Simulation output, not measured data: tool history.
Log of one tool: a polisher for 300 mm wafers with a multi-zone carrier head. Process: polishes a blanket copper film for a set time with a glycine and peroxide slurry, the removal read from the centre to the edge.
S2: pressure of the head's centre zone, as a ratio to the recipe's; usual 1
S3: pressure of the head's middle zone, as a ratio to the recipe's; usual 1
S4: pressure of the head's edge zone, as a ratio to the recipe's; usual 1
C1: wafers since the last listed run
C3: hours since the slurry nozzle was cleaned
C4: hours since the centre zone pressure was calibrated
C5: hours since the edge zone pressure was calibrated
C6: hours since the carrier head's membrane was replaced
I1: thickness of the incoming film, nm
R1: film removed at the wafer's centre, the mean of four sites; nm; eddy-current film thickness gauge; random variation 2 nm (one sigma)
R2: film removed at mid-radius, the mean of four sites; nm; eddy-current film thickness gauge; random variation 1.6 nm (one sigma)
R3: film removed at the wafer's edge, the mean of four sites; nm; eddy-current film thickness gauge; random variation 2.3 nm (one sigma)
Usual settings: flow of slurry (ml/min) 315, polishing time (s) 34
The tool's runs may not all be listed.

Run 1, hour 0: usual settings but flow of slurry (ml/min) 290; C1 0; wafers polished on this pad 1321; C3 370.5; C4 316.3; C5 578.6; C6 383.9; I1 1324.9. Result: R1 175 nm, R2 165.9 nm, R3 162.3 nm.
At hour 5.7: slurry nozzle cleaned.
At hour 9.5: worn pad replaced by a new one.
Run 2, hour 13.8: usual settings; C1 96; wafers polished on this pad 45; C3 8.1; C4 330.1; C5 592.4; C6 397.7; I1 1344.6. Result: R1 173.1 nm, R2 169.5 nm, R3 160.7 nm.
Run 3, hour 32.7: usual settings; C1 201; wafers polished on this pad 247; C3 27; C4 349; C5 611.3; C6 416.6; I1 1322.2. Result: R1 176.8 nm, R2 166.3 nm, R3 164 nm.
Run 4, hour 56.5: usual settings; C1 254; wafers polished on this pad 501; C3 50.8; C4 372.8; C5 635.1; C6 440.4; I1 1334.6. Result: R1 174.7 nm, R2 166.8 nm, R3 163.9 nm.
Run 5, hour 135.2: usual settings; C1 840; wafers polished on this pad 1342; C3 129.5; C4 451.5; C5 713.8; C6 519.1; I1 1359.3. Result: R1 173.4 nm, R2 166.9 nm, R3 164.6 nm.
At hour 150.3: worn pad replaced by a new one.
Run 6, hour 166.3: usual settings; C1 289; wafers polished on this pad 171; C3 160.6; C4 482.6; C5 744.9; C6 550.2; I1 1337.3. Result: R1 180.5 nm, R2 168.4 nm, R3 163.6 nm.
Run 7, hour 194.6: usual settings; C1 302; wafers polished on this pad 473; C3 188.9; C4 510.9; C5 773.2; C6 578.5; I1 1349.7. Result: R1 177.3 nm, R2 167.2 nm, R3 160.2 nm.
Run 8, hour 224.4: usual settings; C1 318; wafers polished on this pad 791; C3 218.7; C4 540.7; C5 803; C6 608.3; I1 1368. Result: R1 177.1 nm, R2 166.7 nm, R3 164.8 nm.
Run 9, hour 301.6: usual settings but S2 0.91; C1 824; wafers polished on this pad 1616; C3 295.9; C4 617.9; C5 880.2; C6 685.5; I1 1336.6. Result: R1 164.3 nm, R2 168.6 nm, R3 164.6 nm.
At hour 318.2: worn pad replaced by a new one.
Run 10, hour 318.7: usual settings but S2 0.91; C1 139; wafers polished on this pad 5; C3 313; C4 635; C5 897.3; C6 702.6; I1 1358.6. Result: R1 163.7 nm, R2 168.1 nm, R3 162.1 nm.
Run 11, hour 333.3: usual settings but flow of slurry (ml/min) 230, S2 0.96, S4 0.94; C1 155; wafers polished on this pad 161; C3 327.6; C4 649.6; C5 911.9; C6 717.2; I1 1319.5. Result: R1 165.4 nm, R2 163.2 nm, R3 153.5 nm.
Run 12, hour 367.4: usual settings; C1 364; wafers polished on this pad 525; C3 361.7; C4 683.7; C5 946; C6 751.3; I1 1353.8. Result: R1 177.2 nm, R2 167.3 nm, R3 163.6 nm.
At hour 372.6: slurry nozzle cleaned.
Run 13, hour 392.9: usual settings; C1 261; wafers polished on this pad 787; C3 20.3; C4 709.2; C5 971.5; C6 776.8; I1 1334.3. Result: R1 177.2 nm, R2 167.8 nm, R3 168.1 nm.
Run 14, hour 426: usual settings but S2 0.97, S3 1.1, S4 1.08, polishing time (s) 30; C1 353; wafers polished on this pad 1140; C3 53.4; C4 742.3; C5 1004.6; C6 809.9; I1 1341.1. Result: R1 153.6 nm, R2 159.8 nm, R3 154.9 nm.
At hour 454: edge zone pressure recalibrated.
Run 15, hour 454.5: usual settings but flow of slurry (ml/min) 420, S2 0.95, S3 1.08; C1 283; wafers polished on this pad 1423; C3 81.9; C4 770.8; C5 0.5; C6 838.4; I1 1338.3. Result: R1 176.3 nm, R2 182.5 nm, R3 166.6 nm.
At hour 484.7: worn pad replaced by a new one.
Run 16, hour 485.2: usual settings but S2 0.97, S4 1.08; C1 285; wafers polished on this pad 5; C3 112.6; C4 801.5; C5 31.2; C6 869.1; I1 1329.3. Result: R1 177.1 nm, R2 168.1 nm, R3 170.3 nm.
Run 17, hour 510.2: usual settings; C1 267; wafers polished on this pad 272; C3 137.6; C4 826.5; C5 56.2; C6 894.1; I1 1318.8. Result: R1 178.6 nm, R2 170.4 nm, R3 164 nm.
At hour 581.1: carrier head's membrane replaced by a new one.
At hour 592.1: centre zone pressure recalibrated.
Run 18, hour 600.2: usual settings but flow of slurry (ml/min) 210, S2 1.04, S4 1.04, polishing time (s) 41; C1 886; wafers polished on this pad 1158; C3 227.6; C4 8.1; C5 146.2; C6 19.1; I1 1351.8. Result: R1 201.5 nm, R2 190.9 nm, R3 192.6 nm.
Run 19, hour 620.6: usual settings but S3 1.08; C1 217; wafers polished on this pad 1376; C3 248; C4 28.5; C5 166.6; C6 39.5; I1 1338.2. Result: R1 169.1 nm, R2 177.8 nm, R3 167.2 nm.
Run 20, hour 635.5: usual settings but polishing time (s) 44; C1 159; wafers polished on this pad 1535; C3 262.9; C4 43.4; C5 181.5; C6 54.4; I1 1356.1. Result: R1 218.4 nm, R2 212 nm, R3 208.1 nm.
At hour 660.2: worn pad replaced by a new one.
Run 21, hour 717.8: usual settings; C1 836; wafers polished on this pad 615; C3 345.2; C4 125.7; C5 263.8; C6 136.7; I1 1315.8. Result: R1 175.3 nm, R2 169.8 nm, R3 163 nm.
Run 22, hour 751.8: usual settings but flow of slurry (ml/min) 375; C1 363; wafers polished on this pad 978; C3 379.2; C4 159.7; C5 297.8; C6 170.7; I1 1338.6. Result: R1 177.8 nm, R2 169.9 nm, R3 162.5 nm.

Forecast each of these 4 alternatives for the next run:
Run A, hour 752.2: usual settings but S2 1.1; C1 4; wafers polished on this pad 983; C3 379.6; C4 160.1; C5 298.2; C6 171.1; I1 1337. Result: R1 ?, R2 ?, R3 ?.
Run B, hour 752.2: usual settings but polishing time (s) 30; C1 4; wafers polished on this pad 983; C3 379.6; C4 160.1; C5 298.2; C6 171.1; I1 1337. Result: R1 ?, R2 ?, R3 ?.
Run C, hour 752.2: usual settings but flow of slurry (ml/min) 275; C1 4; wafers polished on this pad 983; C3 379.6; C4 160.1; C5 298.2; C6 171.1; I1 1337. Result: R1 ?, R2 ?, R3 ?.
Run D, hour 752.2: usual settings but flow of slurry (ml/min) 220, S2 1.1, S3 1.06; C1 4; wafers polished on this pad 983; C3 379.6; C4 160.1; C5 298.2; C6 171.1; I1 1337. Result: R1 ?, R2 ?, R3 ?.

run     R1     R2     R3
  A  192.4  166.5  162.9
  B  154.3    147  143.8
  C  172.2  164.3  161.2
  D  183.7  167.6  157.7
Without the tool's hidden state the same runs would have given:
run     R1     R2     R3
  A    184  166.6  162.9
  B  147.5    147  143.8
  C  164.5  164.3  161.2
  D  175.7  167.6  157.7

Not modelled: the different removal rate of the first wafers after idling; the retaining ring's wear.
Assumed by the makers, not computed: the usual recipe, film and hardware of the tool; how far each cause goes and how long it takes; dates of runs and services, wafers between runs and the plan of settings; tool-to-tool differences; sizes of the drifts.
